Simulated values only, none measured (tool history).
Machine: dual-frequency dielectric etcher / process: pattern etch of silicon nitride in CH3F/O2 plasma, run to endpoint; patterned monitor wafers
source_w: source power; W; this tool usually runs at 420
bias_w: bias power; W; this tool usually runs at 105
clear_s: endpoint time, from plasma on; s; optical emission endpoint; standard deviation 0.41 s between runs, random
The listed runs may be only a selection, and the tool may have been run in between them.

run   hour  source_w  bias_w  wafers since the last listed run  hours since the last wet clean  hours since the last source power generator calibration  hours since the last bias power generator calibration  hours since the last upper electrode change  incoming incoming film thickness, nm  clear_s
  1      0       420     105                                 0                           332.6                                                   2484.8                                                 2243.7                                         6020                                  64.2     65.4
  2    8.2       420     105                                48                           340.8                                                     2493                                                 2251.9                                       6028.2                                  64.6     66.4
  3   18.4       420     105                                60                             351                                                   2503.2                                                 2262.1                                       6038.4                                  64.7     66.2
  4   26.9       420     105                                50                           359.5                                                   2511.7                                                 2270.6                                       6046.9                                  63.8     64.8
  5   35.8       360      98                                52                           368.4                                                   2520.6                                                 2279.5                                       6055.8                                  64.1     71.3
  6   51.4       360      98                                92                             384                                                   2536.2                                                 2295.1                                       6071.4                                  63.7     71.4
  7   60.7       400      96                                55                           393.3                                                   2545.5                                                 2304.4                                       6080.7                                  64.7     70.3
  8   70.2       420     105                                56                           402.8                                                     2555                                                 2313.9                                       6090.2                                  64.4     66.5
  9   83.5       420     105                                78                           416.1                                                   2568.3                                                 2327.2                                       6103.5                                    64     65.8
     120.8  -- wet clean of the chamber
 10  121.3       450     105                                81                             0.5                                                   2606.1                                                   2365                                       6141.3                                  63.7     61.4
 11  129.5       450     105                                48                             8.7                                                   2614.3                                                 2373.2                                       6149.5                                  63.7     61.7
     144.9  -- bias power generator calibrated
 12  145.4       390      97                                70                            24.6                                                   2630.2                                                    0.5                                       6165.4                                  64.2     67.6
 13  154.7       350     125                                55                            33.9                                                   2639.5                                                    9.8                                       6174.7                                  64.2     62.5
     181.1  -- upper electrode replaced
     184.9  -- source power generator calibrated
 14  185.4       420     125                                17                            64.6                                                      0.5                                                   40.5                                          4.3                                  64.6     58.6
 15  185.7       500     105                                 1                            64.9                                                      0.8                                                   40.8                                          4.6                                  64.5     60.5
 16  186.1       500      79                                 2                            65.3                                                      1.2                                                   41.2                                            5                                  64.8     69.4
 17  202.2       450     128                                95                            81.4                                                     17.3                                                   57.3                                         21.1                                  63.8     56.4
 18    220       420     105                               105                            99.2                                                     35.1                                                   75.1                                         38.9                                  64.1     63.7
 19  230.4       390     122                                61                           109.6                                                     45.5                                                   85.5                                         49.3                                  64.2     61.5
 20  246.8       420     105                                97                             126                                                     61.9                                                  101.9                                         65.7                                  64.5     64.4
 21  255.5       420     105                                51                           134.7                                                     70.6                                                  110.6                                         74.4                                  64.6       65
 22  262.8       480      93                                43                             142                                                     77.9                                                  117.9                                         81.7                                  63.3     64.2
 23  276.7       420      84                                82                           155.9                                                     91.8                                                  131.8                                         95.6                                  64.1     70.6

Forecast each of these 3 alternatives for the next run:
  A  277.2       420     105                                 2                           156.4                                                     92.3                                                  132.3                                         96.1                                  64.1        ?
  B  277.2       510      85                                 2                           156.4                                                     92.3                                                  132.3                                         96.1                                  64.1        ?
  C  277.2       470      96                                 2                           156.4                                                     92.3                                                  132.3                                         96.1                                  64.1        ?

run  clear_s
  A     63.9
  B       66
  C     64.1
Take away the tool's hidden state, keep each run's random variation, and the runs would have read:
run  clear_s
  A     62.5
  B     64.5
  C     62.7

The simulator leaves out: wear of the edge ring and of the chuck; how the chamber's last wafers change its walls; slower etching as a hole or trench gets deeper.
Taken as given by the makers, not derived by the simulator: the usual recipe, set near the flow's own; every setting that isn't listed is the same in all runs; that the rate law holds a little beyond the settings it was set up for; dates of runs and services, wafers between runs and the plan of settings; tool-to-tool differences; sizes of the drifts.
